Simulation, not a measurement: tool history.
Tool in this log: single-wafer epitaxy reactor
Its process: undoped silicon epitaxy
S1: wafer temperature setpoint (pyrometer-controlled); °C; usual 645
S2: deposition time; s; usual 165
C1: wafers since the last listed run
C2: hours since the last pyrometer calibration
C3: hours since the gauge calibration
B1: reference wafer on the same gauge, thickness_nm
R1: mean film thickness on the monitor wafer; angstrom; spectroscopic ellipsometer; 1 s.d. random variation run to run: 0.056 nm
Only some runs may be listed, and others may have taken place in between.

Run 1, hour 0: usual settings; C1 0; C2 989.4; C3 648.7; B1 23.817. Result: R1 258.34 angstrom.
Run 2, hour 20.8: usual settings; C1 160; C2 1010.2; C3 669.5; B1 23.803. Result: R1 259.48 angstrom.
Run 3, hour 36.6: usual settings; C1 122; C2 1026; C3 685.3; B1 23.816. Result: R1 259.75 angstrom.
Run 4, hour 59: usual settings; C1 172; C2 1048.4; C3 707.7; B1 23.814. Result: R1 259.61 angstrom.
Run 5, hour 90.1: usual settings; C1 240; C2 1079.5; C3 738.8; B1 23.808. Result: R1 258.71 angstrom.
Run 6, hour 111.2: usual settings; C1 162; C2 1100.6; C3 759.9; B1 23.793. Result: R1 258.58 angstrom.
Run 7, hour 145.3: usual settings but S1 634 °C; C1 263; C2 1134.7; C3 794; B1 23.793. Result: R1 208.7 angstrom.
Run 8, hour 174.5: usual settings but S1 634 °C; C1 225; C2 1163.9; C3 823.2; B1 23.773. Result: R1 209 angstrom.
Run 9, hour 263.3: usual settings but S1 634 °C; C1 685; C2 1252.7; C3 912; B1 23.776. Result: R1 207.83 angstrom.
Run 10, hour 288.7: usual settings; C1 196; C2 1278.1; C3 937.4; B1 23.748. Result: R1 257.87 angstrom.
Run 11, hour 301.1: usual settings; C1 95; C2 1290.5; C3 949.8; B1 23.747. Result: R1 257.05 angstrom.
Run 12, hour 321.9: usual settings but S1 641 °C; C1 160; C2 1311.3; C3 970.6; B1 23.767. Result: R1 238.55 angstrom.
Run 13, hour 422.1: usual settings but S1 641 °C; C1 773; C2 1411.5; C3 1070.8; B1 23.74. Result: R1 238.57 angstrom.
Run 14, hour 436: usual settings but S1 641 °C; C1 107; C2 1425.4; C3 1084.7; B1 23.723. Result: R1 239.31 angstrom.
Run 15, hour 467.2: usual settings but S2 175 s; C1 240; C2 1456.6; C3 1115.9; B1 23.716. Result: R1 274.22 angstrom.
Run 16, hour 488.5: usual settings but S2 175 s; C1 164; C2 1477.9; C3 1137.2; B1 23.728. Result: R1 273.06 angstrom.
At hour 496.8: gauge calibrated.
Run 17, hour 503.3: usual settings; C1 114; C2 1492.7; C3 6.5; B1 23.961. Result: R1 260.3 angstrom.
Run 18, hour 539: usual settings but S1 660 °C, S2 144 s; C1 275; C2 1528.4; C3 42.2; B1 23.961. Result: R1 303.86 angstrom.

What will run 19 give?
Run 19, hour 568.7: usual settings but S1 655 °C, S2 193 s; C1 229; C2 1558.1; C3 71.9; B1 ?. Result: R1 ?.

Run 19 produced B1 23.949, R1 368.98 angstrom.
Take away the tool's hidden state, keep the run-to-run variation as it was, and the same run would have given R1 369.69 angstrom.

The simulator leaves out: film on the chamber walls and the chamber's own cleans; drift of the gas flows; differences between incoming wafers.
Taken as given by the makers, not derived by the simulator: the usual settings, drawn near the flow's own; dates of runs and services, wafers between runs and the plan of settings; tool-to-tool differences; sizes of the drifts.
